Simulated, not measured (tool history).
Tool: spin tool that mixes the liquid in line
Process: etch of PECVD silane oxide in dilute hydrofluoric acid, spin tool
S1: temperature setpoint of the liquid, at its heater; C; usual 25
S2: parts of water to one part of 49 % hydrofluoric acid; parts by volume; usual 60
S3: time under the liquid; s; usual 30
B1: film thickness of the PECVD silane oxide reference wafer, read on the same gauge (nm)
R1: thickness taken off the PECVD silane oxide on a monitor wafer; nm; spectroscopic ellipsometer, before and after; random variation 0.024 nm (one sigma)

run 1 hour=0 | S1=25 S2=60 S3=30 | B1=30.02 | R1=7.76
run 2 hour=10.3 | S1=25 S2=60 S3=30 | B1=29.99 | R1=7.77
run 3 hour=38.4 | S1=25 S2=60 S3=30 | B1=30.03 | R1=7.76
run 4 hour=54.3 | S1=25 S2=60 S3=30 | B1=29.99 | R1=7.73
run 5 hour=65.8 | S1=25 S2=60 S3=30 | B1=29.97 | R1=7.74
run 6 hour=73.7 | S1=25 S2=60 S3=30 | B1=29.97 | R1=7.74
run 7 hour=90.7 | S1=25 S2=60 S3=30 | B1=30.01 | R1=7.74
run 8 hour=100.9 | S1=25 S2=60 S3=30 | B1=29.98 | R1=7.75
run 9 hour=115.3 | S1=25 S2=60 S3=30 | B1=30 | R1=7.73
run 10 hour=121.5 | S1=25 S2=60 S3=30 | B1=29.97 | R1=7.77
run 11 hour=137 | S1=25 S2=60 S3=30 | B1=30 | R1=7.74
run 12 hour=148.1 | S1=25 S2=60 S3=30 | B1=30 | R1=7.76
run 13 hour=159.5 | S1=25 S2=60 S3=30 | B1=29.98 | R1=7.74
run 14 hour=175.5 | S1=24 S2=60 S3=45 | B1=29.99 | R1=11.08
run 15 hour=182.2 | S1=25 S2=60 S3=45 | B1=30.02 | R1=11.63
run 16 hour=191.2 | S1=25 S2=60 S3=45 | B1=30 | R1=11.57
run 17 hour=207.6 | S1=23 S2=60 S3=20 | B1=29.98 | R1=4.75
run 18 hour=223.9 | S1=23 S2=80 S3=40 | B1=30.02 | R1=6.95
run 19 hour=239 | S1=22 S2=75 S3=40 | B1=29.99 | R1=7.17
run 20 hour=253.6 | S1=25 S2=90 S3=25 | B1=30 | R1=4.15
run 21 hour=261.8 | S1=20 S2=70 S3=30 | B1=29.99 | R1=5.36
-- hour=270.6 thermometer replaced
run 22 hour=271.1 | S1=29 S2=60 S3=30 | B1=29.99 | R1=9.1
run 23 hour=279.5 | S1=22 S2=90 S3=30 | B1=29.97 | R1=4.4
run 24 hour=296.1 | S1=25 S2=60 S3=30 | B1=29.97 | R1=7.78
-- hour=308.4 hydrofluoric acid flow meter replaced
run 25 hour=313.4 | S1=27.5 S2=30 S3=50 | B1=30 | R1=29.66
-- hour=321.6 gauge calibrated
run 26 hour=323.6 | S1=22 S2=60 S3=30 | B1=29.98 | R1=6.89
run 27 hour=335.2 | S1=25 S2=60 S3=25 | B1=29.99 | R1=6.43
run 28 hour=348.2 | S1=25 S2=60 S3=30 | B1=30 | R1=7.71
run 29 hour=359 | S1=22.5 S2=60 S3=45 | B1=30 | R1=10.45
run 30 hour=370.4 | S1=25 S2=60 S3=15 | B1=30.01 | R1=3.88
run 31 hour=382.6 | S1=25 S2=45 S3=35 | B1=30 | R1=12.29
run 32 hour=394.2 | S1=25 S2=60 S3=30 | B1=29.98 | R1=7.8
run 33 hour=407.3 | S1=25 S2=60 S3=30 | B1=30.01 | R1=7.75

Forecast run 34:
run 34 hour=417.9 | S1=25 S2=60 S3=30 | B1=? | R1=?

B1: 29.99
R1: 7.77 nm
Without the tool's hidden state the same run would have given R1 7.77 nm.

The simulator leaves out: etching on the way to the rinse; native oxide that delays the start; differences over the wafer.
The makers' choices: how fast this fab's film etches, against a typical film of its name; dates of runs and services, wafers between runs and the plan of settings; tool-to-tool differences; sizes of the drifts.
